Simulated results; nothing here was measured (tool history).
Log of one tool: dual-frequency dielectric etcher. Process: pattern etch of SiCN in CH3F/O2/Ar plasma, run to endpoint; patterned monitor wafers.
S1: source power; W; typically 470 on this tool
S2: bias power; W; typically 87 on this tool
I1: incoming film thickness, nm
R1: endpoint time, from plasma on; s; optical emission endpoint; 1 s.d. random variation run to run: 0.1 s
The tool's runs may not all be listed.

run,day,S1,S2,I1,R1
1,0.000,470,87,6.91,16.5
2,3.883,470,87,6.92,16.5
3,7.800,470,96,6.97,16.0
4,10.133,470,96,6.88,15.6
5,13.246,470,96,6.88,15.7
6,15.600,420,80,6.91,17.9
# day 16.958: wet clean of the chamber
7,19.504,410,87,6.90,17.5
8,21.071,470,77,6.92,17.1
9,24.408,470,77,6.90,17.1
10,27.600,470,87,6.91,16.3
11,30.483,470,87,6.87,16.2
12,34.979,470,87,6.85,16.3
13,39.138,470,87,6.90,16.4
# day 40.746: source power generator calibrated
14,40.825,470,87,6.85,16.6
# day 41.917: wet clean of the chamber
15,45.300,380,97,6.92,17.7
# day 47.725: bias power generator calibrated
16,48.092,470,98,6.92,16.0
17,51.579,470,87,6.92,16.6
# day 53.458: upper electrode replaced
18,53.479,470,87,6.89,16.4
19,55.333,470,87,6.92,16.6
20,56.838,420,105,6.79,16.0
21,60.842,470,69,6.95,18.1
22,63.417,410,101,6.91,16.5
# day 65.142: wet clean of the chamber
23,67.462,560,102,6.95,14.7
24,71.246,580,66,6.83,16.5
25,73.071,470,87,6.93,16.6
26,75.317,470,87,6.93,16.5

Run 27 is up next; what results do you expect?
27,78.912,470,87,6.90,?

{"run 27": {"R1": 16.4}}
If the tool had no hidden condition, the same run with the same run-to-run variation would have returned R1 16.7 s.
